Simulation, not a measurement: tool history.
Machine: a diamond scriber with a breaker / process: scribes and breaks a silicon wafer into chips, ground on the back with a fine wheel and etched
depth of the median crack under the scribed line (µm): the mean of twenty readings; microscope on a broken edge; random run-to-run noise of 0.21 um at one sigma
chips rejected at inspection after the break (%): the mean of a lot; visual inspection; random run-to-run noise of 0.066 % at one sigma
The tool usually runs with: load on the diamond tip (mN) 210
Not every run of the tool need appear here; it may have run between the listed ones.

run   hour  load on the diamond tip (mN)  wafers since the last listed run  hours since the diamond tip was replaced  hours since the load on the tip was calibrated  incoming depth of the damage left on the back of the incoming wafer, um  depth of the median crack under the scribed line (µm)  chips rejected at inspection after the break (%)
  1    0.0                           166                                 0                                     245.2                                           981.6                                                                     0.74                                                   9.72                                              4.81
  2   18.9                           166                                67                                     264.1                                          1000.5                                                                     0.70                                                   9.91                                              4.94
  3   46.3                           210                                97                                     291.5                                          1027.9                                                                     0.62                                                  11.06                                              2.27
  4   67.1                           210                                73                                     312.3                                          1048.7                                                                     0.53                                                  10.55                                              2.37
  5   87.5                           210                                72                                     332.7                                          1069.1                                                                     0.41                                                  11.31                                              2.61
  6  104.2                           210                                59                                     349.4                                          1085.8                                                                     0.34                                                  11.03                                              2.61
  7  124.3                           210                                71                                     369.5                                          1105.9                                                                     0.40                                                  10.69                                              2.84
  8  150.6                           197                                93                                     395.8                                          1132.2                                                                     0.55                                                  10.08                                              4.08
  9  169.3                           197                                66                                     414.5                                          1150.9                                                                     0.70                                                   9.94                                              4.22
     190.2  -- diamond tip replaced by a new one
 10  202.2                           210                               109                                      12.0                                          1183.8                                                                     0.58                                                   8.80                                             10.18
 11  215.3                           210                                46                                      25.1                                          1196.9                                                                     0.52                                                   9.03                                             10.00
 12  248.4                           241                               117                                      58.2                                          1230.0                                                                     0.48                                                   9.71                                              6.57
 13  265.4                           258                                60                                      75.2                                          1247.0                                                                     0.69                                                   9.89                                              5.24
 14  294.8                           153                               104                                     104.6                                          1276.4                                                                     0.70                                                   7.95                                             23.06
     326.4  -- diamond tip replaced by a new one, repeated, since the last time left the tool worse
 15  372.6                           210                               269                                      46.2                                          1354.2                                                                     0.49                                                  11.69                                              1.89
     396.0  -- load on the tip recalibrated
 16  402.7                           241                                99                                      76.3                                             6.7                                                                     0.75                                                  12.20                                              2.30
 17  424.7                           240                                78                                      98.3                                            28.7                                                                     0.46                                                  12.21                                              2.27
 18  450.4                           228                                91                                     124.0                                            54.4                                                                     0.36                                                  11.84                                              2.03
 19  474.5                           175                                85                                     148.1                                            78.5                                                                     0.34                                                  10.62                                              3.04
 20  490.0                           162                                55                                     163.6                                            94.0                                                                     0.45                                                  10.33                                              3.98
 21  505.8                           180                                56                                     179.4                                           109.8                                                                     0.55                                                  10.80                                              2.86
 22  522.2                           237                                58                                     195.8                                           126.2                                                                     0.69                                                  11.99                                              2.03
 23  544.2                           210                                78                                     217.8                                           148.2                                                                     0.79                                                  11.43                                              1.93
 24  572.6                           159                               100                                     246.2                                           176.6                                                                     0.43                                                   9.83                                              5.37

What if the next run were any one of these 4? Each begins from the tool's condition after run 24:
  A  573.1                           183                                 1                                     246.7                                           177.1                                                                     0.46                                                      ?                                                 ?
  B  573.1                           252                                 1                                     246.7                                           177.1                                                                     0.46                                                      ?                                                 ?
  C  573.1                           253                                 1                                     246.7                                           177.1                                                                     0.46                                                      ?                                                 ?
  D  573.1                           191                                 1                                     246.7                                           177.1                                                                     0.46                                                      ?                                                 ?

run  depth of the median crack under the scribed line (µm)  chips rejected at inspection after the break (%)
  A                                                  10.38                                              3.27
  B                                                  12.01                                              2.31
  C                                                  12.03                                              2.34
  D                                                  10.57                                              2.81
Had the tool no hidden state, the same runs would have come out as:
run  depth of the median crack under the scribed line (µm)  chips rejected at inspection after the break (%)
  A                                                  10.75                                              2.49
  B                                                  12.43                                              2.99
  C                                                  12.46                                              3.03
  D                                                  10.95                                              2.21
